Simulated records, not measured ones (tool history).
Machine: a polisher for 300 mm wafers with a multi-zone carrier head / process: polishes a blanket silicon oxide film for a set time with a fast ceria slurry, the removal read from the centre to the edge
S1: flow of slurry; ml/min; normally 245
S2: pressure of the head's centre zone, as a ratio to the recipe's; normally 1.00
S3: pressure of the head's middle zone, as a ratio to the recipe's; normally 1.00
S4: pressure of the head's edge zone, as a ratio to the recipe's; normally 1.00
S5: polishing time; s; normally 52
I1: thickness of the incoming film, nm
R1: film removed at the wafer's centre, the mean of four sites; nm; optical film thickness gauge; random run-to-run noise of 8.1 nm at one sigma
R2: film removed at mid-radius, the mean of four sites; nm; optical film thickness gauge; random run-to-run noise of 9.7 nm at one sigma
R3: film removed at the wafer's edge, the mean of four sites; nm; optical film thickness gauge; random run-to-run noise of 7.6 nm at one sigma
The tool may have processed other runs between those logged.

run   hour   S1    S2    S3    S4  S5      I1      R1      R2      R3
  1    0.0  245  1.03  1.00  1.00  52  2600.8   852.4   850.6   847.3
  2    8.3  245  1.03  1.00  1.00  52  2658.1   867.3   854.8   862.1
  3   21.7  245  1.00  1.00  1.00  52  2575.4   843.7   846.6   850.5
  4   34.6  245  1.00  1.00  1.00  52  2655.3   825.6   831.6   840.1
  5   53.4  245  1.00  1.00  1.00  52  2665.7   812.6   843.1   848.8
  6   61.4  245  1.00  1.00  1.07  45  2641.1   702.5   738.3   752.7
  7   74.3  245  1.00  1.00  1.07  45  2617.9   718.9   731.4   755.6
  8   85.9  245  1.00  1.00  1.07  45  2669.0   703.3   705.1   762.0
      99.5  -- worn pad replaced by a new one
     101.0  -- edge zone pressure recalibrated
  9  101.5  245  1.00  1.00  1.00  52  2632.9   820.3   847.5   847.1
 10  104.7  245  1.00  1.00  1.00  52  2608.0   811.8   841.1   831.2
 11  111.6  165  1.00  1.00  1.00  52  2620.5   707.8   755.4   780.0
     119.2  -- centre zone pressure recalibrated
 12  125.2  180  1.06  1.11  1.00  52  2660.7   780.3   839.6   778.9
     134.9  -- slurry nozzle cleaned
     136.8  -- carrier head's membrane replaced by a new one
 13  137.3  195  1.00  0.94  1.00  65  2593.4  1038.5  1013.8  1071.7
 14  139.7  245  1.00  0.90  1.05  52  2625.3   870.5   813.3   906.1
 15  150.6  245  0.90  1.00  1.00  52  2635.0   798.1   883.9   875.3
 16  181.0  245  1.00  1.00  1.00  52  2643.8   852.0   874.6   875.6
 17  197.1  245  0.91  1.00  1.00  52  2645.9   797.9   876.5   877.4
     213.7  -- worn pad replaced by a new one
 18  214.4  320  0.91  0.95  1.00  52  2613.1   817.5   885.9   904.4
 19  229.9  245  1.00  1.00  1.00  52  2622.8   860.3   876.7   882.4

Below are 5 alternative next runs, each starting from the tool's condition after run 19. Predict each:
  A  230.3  245  1.10  1.00  1.00  52  2607.4   ?   ?   ?
  B  230.3  290  1.00  1.00  0.95  65  2607.4   ?   ?   ?
  C  230.3  300  1.00  1.00  1.00  64  2607.4   ?   ?   ?
  D  230.3  245  1.00  1.00  1.00  66  2607.4   ?   ?   ?
  E  230.3  245  1.00  0.93  1.00  47  2607.4   ?   ?   ?

run      R1      R2      R3
  A   945.7   880.1   874.5
  B  1099.5  1124.6  1084.1
  C  1087.2  1111.4  1097.1
  D  1090.4  1117.6  1110.0
  E   776.1   748.8   791.2
Without the tool's unlogged condition, the same runs would have read:
run      R1      R2      R3
  A   953.9   887.0   879.7
  B  1107.5  1132.0  1089.5
  C  1094.8  1118.5  1102.4
  D  1099.9  1126.4  1116.5
  E   782.9   754.8   795.9
